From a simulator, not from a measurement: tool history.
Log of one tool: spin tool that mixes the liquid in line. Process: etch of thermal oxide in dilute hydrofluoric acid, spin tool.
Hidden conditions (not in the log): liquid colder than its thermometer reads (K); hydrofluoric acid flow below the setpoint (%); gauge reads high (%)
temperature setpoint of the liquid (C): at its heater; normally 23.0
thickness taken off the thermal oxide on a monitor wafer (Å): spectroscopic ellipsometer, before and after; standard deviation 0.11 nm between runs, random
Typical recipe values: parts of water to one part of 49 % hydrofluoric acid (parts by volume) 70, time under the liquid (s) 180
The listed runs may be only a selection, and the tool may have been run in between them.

run    hour  temperature setpoint of the liquid (C)  parts of water to one part of 49 % hydrofluoric acid (parts by volume)  time under the liquid (s)  wafers since the last listed run  hours since the thermometer was replaced  hours since the hydrofluoric acid flow meter was replaced  hours since the gauge calibration  read-back film thickness of the thermal oxide reference wafer, read on the same gauge (nm)  thickness taken off the thermal oxide on a monitor wafer (Å)
  1     0.0                                    23.0                                                                      70                        180                                 0                                     657.1                                                     1152.2                              784.5                                                                                      109.97                                                         107.2
  2    87.6                                    23.0                                                                      70                        180                               590                                     744.7                                                     1239.8                              872.1                                                                                      109.98                                                         107.6
  3   145.5                                    23.0                                                                      70                        180                               390                                     802.6                                                     1297.7                              930.0                                                                                      110.01                                                         104.6
      242.7  -- thermometer replaced
  4   243.8                                    23.0                                                                      70                        180                               655                                       1.1                                                     1396.0                             1028.3                                                                                      110.00                                                         110.3
  5   542.5                                    23.0                                                                      70                        180                              2012                                     299.8                                                     1694.7                             1327.0                                                                                      110.00                                                         105.1
  6   598.6                                    23.0                                                                      70                        180                               377                                     355.9                                                     1750.8                             1383.1                                                                                      110.03                                                         105.9
      661.1  -- gauge calibrated
  7   663.1                                    23.0                                                                      70                        180                               434                                     420.4                                                     1815.3                                2.0                                                                                      110.02                                                         105.4
  8   744.6                                    23.0                                                                      70                        180                               549                                     501.9                                                     1896.8                               83.5                                                                                      110.02                                                         102.4
  9   789.3                                    23.0                                                                      70                        180                               301                                     546.6                                                     1941.5                              128.2                                                                                      109.98                                                         103.2
 10   838.8                                    23.0                                                                      70                        180                               333                                     596.1                                                     1991.0                              177.7                                                                                      109.95                                                         100.8
 11   892.0                                    23.0                                                                      70                        180                               358                                     649.3                                                     2044.2                              230.9                                                                                      109.98                                                         101.2
 12   997.3                                    25.5                                                                      60                        245                               709                                     754.6                                                     2149.5                              336.2                                                                                      110.00                                                         179.5
 13  1062.5                                    25.0                                                                     100                        130                               439                                     819.8                                                     2214.7                              401.4                                                                                      109.98                                                          53.4
     1153.7  -- thermometer replaced
 14  1155.1                                    27.5                                                                     105                        180                               617                                       1.4                                                     2307.3                              494.0                                                                                      110.00                                                          78.6
 15  1211.6                                    27.5                                                                      50                        180                               380                                      57.9                                                     2363.8                              550.5                                                                                      109.98                                                         177.9
     1266.8  -- hydrofluoric acid flow meter replaced
 16  1284.8                                    23.0                                                                      80                        180                               486                                     131.1                                                       18.0                              623.7                                                                                      110.00                                                         100.5
 17  1327.2                                    23.0                                                                      70                        180                               285                                     173.5                                                       60.4                              666.1                                                                                      109.98                                                         116.6
 18  1462.7                                    21.0                                                                      55                        245                               912                                     309.0                                                      195.9                              801.6                                                                                      109.99                                                         185.3
 19  1551.5                                    23.0                                                                      50                        110                               598                                     397.8                                                      284.7                              890.4                                                                                      109.98                                                         100.6
 20  1597.0                                    23.0                                                                      70                        180                               306                                     443.3                                                      330.2                              935.9                                                                                      109.98                                                         113.1

Each row is a separate what-if for the run after 20, all from the same tool condition, not one after another. Results?
  A  1597.5                                    23.0                                                                      70                        180                                 3                                     443.8                                                      330.7                              936.4                                                                                           ?                                                             ?
  B  1597.5                                    24.5                                                                      90                        115                                 3                                     443.8                                                      330.7                              936.4                                                                                           ?                                                             ?
  C  1597.5                                    23.0                                                                      80                        105                                 3                                     443.8                                                      330.7                              936.4                                                                                           ?                                                             ?
  D  1597.5                                    23.0                                                                      35                        250                                 3                                     443.8                                                      330.7                              936.4                                                                                           ?                                                             ?
  E  1597.5                                    23.0                                                                      55                        180                                 3                                     443.8                                                      330.7                              936.4                                                                                           ?                                                             ?

run  read-back film thickness of the thermal oxide reference wafer, read on the same gauge (nm)  thickness taken off the thermal oxide on a monitor wafer (Å)
  A                                                                                      110.02                                                         111.5
  B                                                                                      110.02                                                          57.4
  C                                                                                      110.02                                                          56.2
  D                                                                                      110.02                                                         324.3
  E                                                                                      110.02                                                         144.7
Without the tool's unlogged condition, the same runs would have read:
run  thickness taken off the thermal oxide on a monitor wafer (Å)
  A                                                         118.5
  B                                                          61.0
  C                                                          59.7
  D                                                         344.3
  E                                                         153.7
